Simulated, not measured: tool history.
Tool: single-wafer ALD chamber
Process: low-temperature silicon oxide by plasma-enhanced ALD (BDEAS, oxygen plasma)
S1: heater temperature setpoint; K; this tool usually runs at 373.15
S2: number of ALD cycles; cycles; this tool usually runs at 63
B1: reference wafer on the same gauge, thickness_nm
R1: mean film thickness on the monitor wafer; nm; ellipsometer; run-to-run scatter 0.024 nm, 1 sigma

run    hour      S1  S2      B1      R1
  1     0.0  364.15  63  10.681   9.816
  2    63.3  364.15  63  10.679   9.822
  3   239.7  364.15  63  10.679   9.794
  4   305.8  373.15  63  10.682   9.581
  5   353.2  373.15  58  10.679   8.761
  6   424.7  373.15  63  10.680   9.545
  7   481.1  373.15  63  10.675   9.573
  8   507.2  373.15  63  10.677   9.530
  9   537.1  383.15  53  10.687   7.899
 10   563.1  383.15  53  10.681   7.892
 11   601.1  364.15  60  10.674   9.330
 12   672.4  373.15  63  10.683   9.578
 13   715.5  380.15  72  10.681  10.829
 14   755.4  373.15  73  10.680  11.092
 15   797.1  379.15  54  10.675   8.069
 16   841.9  364.15  56  10.682   8.732
 17   894.1  373.15  63  10.680   9.565
 18   936.8  373.15  63  10.681   9.521
 19   968.6  380.15  63  10.684   9.420
 20  1017.8  360.15  63  10.681   9.971

Taken out of this log: 2 entries between the listed runs. Where each belongs, and how the hidden state differs across it:
Logged between run 5 and run 6: gauge calibrated (hour 359.0)
  nothing in the hidden state changes from one run to the other
Logged between run 14 and run 15: thermocouple changed; heater temperature recalibrated (hour 796.6)
  nothing in the hidden state changes from one run to the other

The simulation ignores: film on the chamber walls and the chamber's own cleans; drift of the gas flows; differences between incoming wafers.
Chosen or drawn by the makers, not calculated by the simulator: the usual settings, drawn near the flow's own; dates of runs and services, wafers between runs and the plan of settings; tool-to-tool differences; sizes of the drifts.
